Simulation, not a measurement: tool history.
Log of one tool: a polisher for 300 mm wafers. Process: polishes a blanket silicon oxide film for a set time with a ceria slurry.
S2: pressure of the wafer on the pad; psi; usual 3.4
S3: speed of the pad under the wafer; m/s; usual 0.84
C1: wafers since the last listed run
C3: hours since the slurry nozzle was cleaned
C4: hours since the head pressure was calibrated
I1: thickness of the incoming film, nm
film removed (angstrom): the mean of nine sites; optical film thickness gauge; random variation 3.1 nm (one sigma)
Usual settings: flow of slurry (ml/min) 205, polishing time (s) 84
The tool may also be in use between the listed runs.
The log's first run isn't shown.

run 2 hour=30.3 | flow_of_slurry_(ml/min)=205 S2=3.4 S3=0.84 polishing_time_(s)=84 | C1=333 wafers_polished_on_this_pad=5306 C3=54 C4=1055.1 | I1=1646.8 | film_removed_(angstrom)=2642
run 3 hour=63.6 | flow_of_slurry_(ml/min)=205 S2=3.4 S3=0.84 polishing_time_(s)=84 | C1=366 wafers_polished_on_this_pad=5673 C3=87.3 C4=1088.4 | I1=1664.3 | film_removed_(angstrom)=2626
-- hour=88 worn pad replaced by a new one
run 4 hour=123.9 | flow_of_slurry_(ml/min)=205 S2=3.4 S3=0.66 polishing_time_(s)=84 | C1=619 wafers_polished_on_this_pad=395 C3=147.6 C4=1148.7 | I1=1651 | film_removed_(angstrom)=2341
run 5 hour=172.3 | flow_of_slurry_(ml/min)=205 S2=3.4 S3=0.66 polishing_time_(s)=84 | C1=532 wafers_polished_on_this_pad=928 C3=196 C4=1197.1 | I1=1613.2 | film_removed_(angstrom)=2246
run 6 hour=213 | flow_of_slurry_(ml/min)=205 S2=3.4 S3=0.66 polishing_time_(s)=84 | C1=448 wafers_polished_on_this_pad=1376 C3=236.7 C4=1237.8 | I1=1626.6 | film_removed_(angstrom)=2272
run 7 hour=267.4 | flow_of_slurry_(ml/min)=205 S2=3.4 S3=0.84 polishing_time_(s)=84 | C1=599 wafers_polished_on_this_pad=1975 C3=291.1 C4=1292.2 | I1=1655 | film_removed_(angstrom)=2725
-- hour=285.4 head pressure recalibrated
run 8 hour=338 | flow_of_slurry_(ml/min)=205 S2=3.7 S3=0.84 polishing_time_(s)=84 | C1=755 wafers_polished_on_this_pad=2730 C3=361.7 C4=52.6 | I1=1674.7 | film_removed_(angstrom)=2915
run 9 hour=386.4 | flow_of_slurry_(ml/min)=205 S2=3.7 S3=0.84 polishing_time_(s)=84 | C1=532 wafers_polished_on_this_pad=3263 C3=410.1 C4=101 | I1=1653.4 | film_removed_(angstrom)=2979
run 10 hour=424.8 | flow_of_slurry_(ml/min)=205 S2=2.8 S3=0.84 polishing_time_(s)=84 | C1=422 wafers_polished_on_this_pad=3686 C3=448.5 C4=139.4 | I1=1661.6 | film_removed_(angstrom)=2174
-- hour=457.3 slurry nozzle cleaned
run 11 hour=487.6 | flow_of_slurry_(ml/min)=205 S2=3.8 S3=0.84 polishing_time_(s)=84 | C1=680 wafers_polished_on_this_pad=4366 C3=30.3 C4=202.2 | I1=1658.2 | film_removed_(angstrom)=2973
-- hour=621.8 worn pad replaced by a new one
run 12 hour=679.5 | flow_of_slurry_(ml/min)=205 S2=3.4 S3=1.04 polishing_time_(s)=84 | C1=2068 wafers_polished_on_this_pad=635 C3=222.2 C4=394.1 | I1=1655.6 | film_removed_(angstrom)=3429
run 13 hour=729 | flow_of_slurry_(ml/min)=205 S2=3.4 S3=1.04 polishing_time_(s)=84 | C1=545 wafers_polished_on_this_pad=1180 C3=271.7 C4=443.6 | I1=1638.4 | film_removed_(angstrom)=3329
run 14 hour=777.9 | flow_of_slurry_(ml/min)=250 S2=4.3 S3=0.84 polishing_time_(s)=84 | C1=538 wafers_polished_on_this_pad=1719 C3=320.6 C4=492.5 | I1=1647.5 | film_removed_(angstrom)=3486
run 15 hour=835.2 | flow_of_slurry_(ml/min)=205 S2=3.9 S3=0.6 polishing_time_(s)=84 | C1=630 wafers_polished_on_this_pad=2350 C3=377.9 C4=549.8 | I1=1668.2 | film_removed_(angstrom)=2411
run 16 hour=859.9 | flow_of_slurry_(ml/min)=205 S2=3.4 S3=0.84 polishing_time_(s)=84 | C1=271 wafers_polished_on_this_pad=2622 C3=402.6 C4=574.5 | I1=1636.7 | film_removed_(angstrom)=2713
run 17 hour=921.9 | flow_of_slurry_(ml/min)=205 S2=3.4 S3=0.84 polishing_time_(s)=84 | C1=682 wafers_polished_on_this_pad=3304 C3=464.6 C4=636.5 | I1=1644.4 | film_removed_(angstrom)=2695
run 18 hour=956.9 | flow_of_slurry_(ml/min)=260 S2=3.4 S3=0.6 polishing_time_(s)=84 | C1=385 wafers_polished_on_this_pad=3690 C3=499.6 C4=671.5 | I1=1620.5 | film_removed_(angstrom)=2088
run 19 hour=991.4 | flow_of_slurry_(ml/min)=175 S2=3.4 S3=0.84 polishing_time_(s)=84 | C1=379 wafers_polished_on_this_pad=4070 C3=534.1 C4=706 | I1=1642 | film_removed_(angstrom)=2639
run 20 hour=1030.9 | flow_of_slurry_(ml/min)=205 S2=2.5 S3=0.84 polishing_time_(s)=84 | C1=434 wafers_polished_on_this_pad=4505 C3=573.6 C4=745.5 | I1=1632.1 | film_removed_(angstrom)=1942
-- hour=1050.3 worn pad replaced by a new one
-- hour=1096.4 slurry nozzle cleaned
run 21 hour=1127.8 | flow_of_slurry_(ml/min)=205 S2=3.4 S3=0.84 polishing_time_(s)=84 | C1=1011 wafers_polished_on_this_pad=842 C3=31.4 C4=842.4 | I1=1628 | film_removed_(angstrom)=2772
run 22 hour=1161.6 | flow_of_slurry_(ml/min)=260 S2=2.4 S3=0.58 polishing_time_(s)=105 | C1=372 wafers_polished_on_this_pad=1215 C3=65.2 C4=876.2 | I1=1649.4 | film_removed_(angstrom)=1853
run 23 hour=1231.7 | flow_of_slurry_(ml/min)=235 S2=3.4 S3=1.02 polishing_time_(s)=84 | C1=771 wafers_polished_on_this_pad=1986 C3=135.3 C4=946.3 | I1=1618.9 | film_removed_(angstrom)=3168
run 24 hour=1292.7 | flow_of_slurry_(ml/min)=240 S2=2.8 S3=0.7 polishing_time_(s)=111 | C1=671 wafers_polished_on_this_pad=2658 C3=196.3 C4=1007.3 | I1=1652.9 | film_removed_(angstrom)=2524
run 25 hour=1339.6 | flow_of_slurry_(ml/min)=155 S2=3.4 S3=0.84 polishing_time_(s)=98 | C1=516 wafers_polished_on_this_pad=3175 C3=243.2 C4=1054.2 | I1=1637.9 | film_removed_(angstrom)=3004

Forecast run 26:
run 26 hour=1398.1 | flow_of_slurry_(ml/min)=205 S2=3.4 S3=0.98 polishing_time_(s)=84 | C1=644 wafers_polished_on_this_pad=3819 C3=301.7 C4=1112.7 | I1=1652.4 | film_removed_(angstrom)=?

{"run 26": {"film removed (angstrom)": 3010}}
Without the tool's hidden state the same run would have given film removed (angstrom) 3402.
